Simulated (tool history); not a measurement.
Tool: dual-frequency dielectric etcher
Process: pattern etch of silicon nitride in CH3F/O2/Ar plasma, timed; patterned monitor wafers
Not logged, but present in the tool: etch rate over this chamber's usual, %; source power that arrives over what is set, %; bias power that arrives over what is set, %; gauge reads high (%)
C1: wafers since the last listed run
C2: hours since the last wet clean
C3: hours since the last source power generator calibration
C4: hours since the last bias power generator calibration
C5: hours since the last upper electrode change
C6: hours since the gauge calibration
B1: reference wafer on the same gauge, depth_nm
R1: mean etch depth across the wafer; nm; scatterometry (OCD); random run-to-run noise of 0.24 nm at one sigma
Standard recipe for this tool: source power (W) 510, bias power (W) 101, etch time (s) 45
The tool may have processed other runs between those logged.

{"run": 1, "hour": 0.0, "source power (W)": 510, "bias power (W)": 88, "etch time (s)": 45, "C1": 0, "C2": 220, "C3": 1426.6, "C4": 3411.5, "C5": 4362.2, "C6": 318.9, "B1": 34.44, "R1": 38.39}
{"run": 2, "hour": 20.5, "source power (W)": 510, "bias power (W)": 88, "etch time (s)": 45, "C1": 387, "C2": 240.5, "C3": 1447.1, "C4": 3432, "C5": 4382.7, "C6": 339.4, "B1": 34.35, "R1": 38.58}
{"hour": 25.0, "done": "gauge calibrated"}
{"run": 3, "hour": 41.1, "source power (W)": 510, "bias power (W)": 101, "etch time (s)": 45, "C1": 389, "C2": 261.1, "C3": 1467.7, "C4": 3452.6, "C5": 4403.3, "C6": 16.1, "B1": 34.36, "R1": 39.54}
{"run": 4, "hour": 76.0, "source power (W)": 510, "bias power (W)": 101, "etch time (s)": 45, "C1": 659, "C2": 296, "C3": 1502.6, "C4": 3487.5, "C5": 4438.2, "C6": 51, "B1": 34.33, "R1": 39.66}
{"run": 5, "hour": 102.1, "source power (W)": 510, "bias power (W)": 101, "etch time (s)": 45, "C1": 493, "C2": 322.1, "C3": 1528.7, "C4": 3513.6, "C5": 4464.3, "C6": 77.1, "B1": 34.34, "R1": 39.4}
{"run": 6, "hour": 118.8, "source power (W)": 510, "bias power (W)": 101, "etch time (s)": 45, "C1": 315, "C2": 338.8, "C3": 1545.4, "C4": 3530.3, "C5": 4481, "C6": 93.8, "B1": 34.41, "R1": 39.4}
{"run": 7, "hour": 150.4, "source power (W)": 510, "bias power (W)": 101, "etch time (s)": 45, "C1": 596, "C2": 370.4, "C3": 1577, "C4": 3561.9, "C5": 4512.6, "C6": 125.4, "B1": 34.41, "R1": 39.52}
{"run": 8, "hour": 172.0, "source power (W)": 510, "bias power (W)": 101, "etch time (s)": 52, "C1": 408, "C2": 392, "C3": 1598.6, "C4": 3583.5, "C5": 4534.2, "C6": 147, "B1": 34.47, "R1": 45.59}
{"run": 9, "hour": 197.5, "source power (W)": 510, "bias power (W)": 101, "etch time (s)": 52, "C1": 481, "C2": 417.5, "C3": 1624.1, "C4": 3609, "C5": 4559.7, "C6": 172.5, "B1": 34.4, "R1": 45.35}
{"run": 10, "hour": 210.9, "source power (W)": 510, "bias power (W)": 101, "etch time (s)": 52, "C1": 253, "C2": 430.9, "C3": 1637.5, "C4": 3622.4, "C5": 4573.1, "C6": 185.9, "B1": 34.41, "R1": 45.39}
{"hour": 222.4, "done": "bias power generator calibrated"}
{"run": 11, "hour": 240.9, "source power (W)": 510, "bias power (W)": 119, "etch time (s)": 41.5, "C1": 491, "C2": 460.9, "C3": 1667.5, "C4": 18.5, "C5": 4603.1, "C6": 215.9, "B1": 34.42, "R1": 37.79}
{"run": 12, "hour": 260.7, "source power (W)": 510, "bias power (W)": 119, "etch time (s)": 41.5, "C1": 374, "C2": 480.7, "C3": 1687.3, "C4": 38.3, "C5": 4622.9, "C6": 235.7, "B1": 34.41, "R1": 37.9}
{"run": 13, "hour": 278.8, "source power (W)": 620, "bias power (W)": 116, "etch time (s)": 50.5, "C1": 341, "C2": 498.8, "C3": 1705.4, "C4": 56.4, "C5": 4641, "C6": 253.8, "B1": 34.38, "R1": 49.4}
{"run": 14, "hour": 298.0, "source power (W)": 510, "bias power (W)": 123, "etch time (s)": 54.5, "C1": 362, "C2": 518, "C3": 1724.6, "C4": 75.6, "C5": 4660.2, "C6": 273, "B1": 34.34, "R1": 50.65}
{"hour": 326.3, "done": "wet clean of the chamber"}
{"run": 15, "hour": 328.3, "source power (W)": 510, "bias power (W)": 101, "etch time (s)": 45, "C1": 119, "C2": 2, "C3": 1754.9, "C4": 105.9, "C5": 4690.5, "C6": 303.3, "B1": 34.39, "R1": 38.15}
{"run": 16, "hour": 358.2, "source power (W)": 510, "bias power (W)": 101, "etch time (s)": 40.5, "C1": 564, "C2": 31.9, "C3": 1784.8, "C4": 135.8, "C5": 4720.4, "C6": 333.2, "B1": 34.43, "R1": 33.88}
{"hour": 375.2, "done": "gauge calibrated"}
{"hour": 387.5, "done": "source power generator calibrated"}
{"hour": 411.0, "done": "wet clean of the chamber, repeated, since the last time left the tool worse"}
{"run": 17, "hour": 411.5, "source power (W)": 510, "bias power (W)": 107, "etch time (s)": 55, "C1": 487, "C2": 0.5, "C3": 24, "C4": 189.1, "C5": 4773.7, "C6": 36.3, "B1": 34.47, "R1": 50.83}
{"run": 18, "hour": 427.1, "source power (W)": 510, "bias power (W)": 86, "etch time (s)": 52, "C1": 294, "C2": 16.1, "C3": 39.6, "C4": 204.7, "C5": 4789.3, "C6": 51.9, "B1": 34.37, "R1": 44.86}
{"hour": 460.0, "done": "upper electrode replaced"}
{"run": 19, "hour": 460.5, "source power (W)": 510, "bias power (W)": 101, "etch time (s)": 35, "C1": 177, "C2": 49.5, "C3": 73, "C4": 238.1, "C5": 0.5, "C6": 85.3, "B1": 34.38, "R1": 31.62}
{"run": 20, "hour": 480.9, "source power (W)": 510, "bias power (W)": 101, "etch time (s)": 45, "C1": 385, "C2": 69.9, "C3": 93.4, "C4": 258.5, "C5": 20.9, "C6": 105.7, "B1": 34.41, "R1": 40.18}
{"run": 21, "hour": 495.7, "source power (W)": 580, "bias power (W)": 101, "etch time (s)": 41.5, "C1": 279, "C2": 84.7, "C3": 108.2, "C4": 273.3, "C5": 35.7, "C6": 120.5, "B1": 34.35, "R1": 39.12}
{"run": 22, "hour": 530.9, "source power (W)": 510, "bias power (W)": 101, "etch time (s)": 45, "C1": 664, "C2": 119.9, "C3": 143.4, "C4": 308.5, "C5": 70.9, "C6": 155.7, "B1": 34.37, "R1": 40.33}
{"run": 23, "hour": 553.2, "source power (W)": 580, "bias power (W)": 101, "etch time (s)": 50, "C1": 421, "C2": 142.2, "C3": 165.7, "C4": 330.8, "C5": 93.2, "C6": 178, "B1": 34.38, "R1": 46.52}
{"run": 24, "hour": 579.2, "source power (W)": 600, "bias power (W)": 82, "etch time (s)": 39.5, "C1": 491, "C2": 168.2, "C3": 191.7, "C4": 356.8, "C5": 119.2, "C6": 204, "B1": 34.46, "R1": 34.99}

Each row is a separate what-if for the run after 24, all from the same tool condition, not one after another. Results?
{"run": "A", "hour": 579.6, "source power (W)": 510, "bias power (W)": 94, "etch time (s)": 45, "C1": 7, "C2": 168.6, "C3": 192.1, "C4": 357.2, "C5": 119.6, "C6": 204.4, "B1": "?", "R1": "?"}
{"run": "B", "hour": 579.6, "source power (W)": 610, "bias power (W)": 87, "etch time (s)": 54.5, "C1": 7, "C2": 168.6, "C3": 192.1, "C4": 357.2, "C5": 119.6, "C6": 204.4, "B1": "?", "R1": "?"}
{"run": "C", "hour": 579.6, "source power (W)": 380, "bias power (W)": 123, "etch time (s)": 45, "C1": 7, "C2": 168.6, "C3": 192.1, "C4": 357.2, "C5": 119.6, "C6": 204.4, "B1": "?", "R1": "?"}
{"run": "D", "hour": 579.6, "source power (W)": 480, "bias power (W)": 101, "etch time (s)": 33, "C1": 7, "C2": 168.6, "C3": 192.1, "C4": 357.2, "C5": 119.6, "C6": 204.4, "B1": "?", "R1": "?"}

run=A B1=34.41 R1=39.1
run=B B1=34.41 R1=49.36
run=C B1=34.41 R1=38.42
run=D B1=34.41 R1=28.69
With no hidden state in the tool, these same runs would have given:
run=A R1=39.39
run=B R1=49.73
run=C R1=38.7
run=D R1=28.9
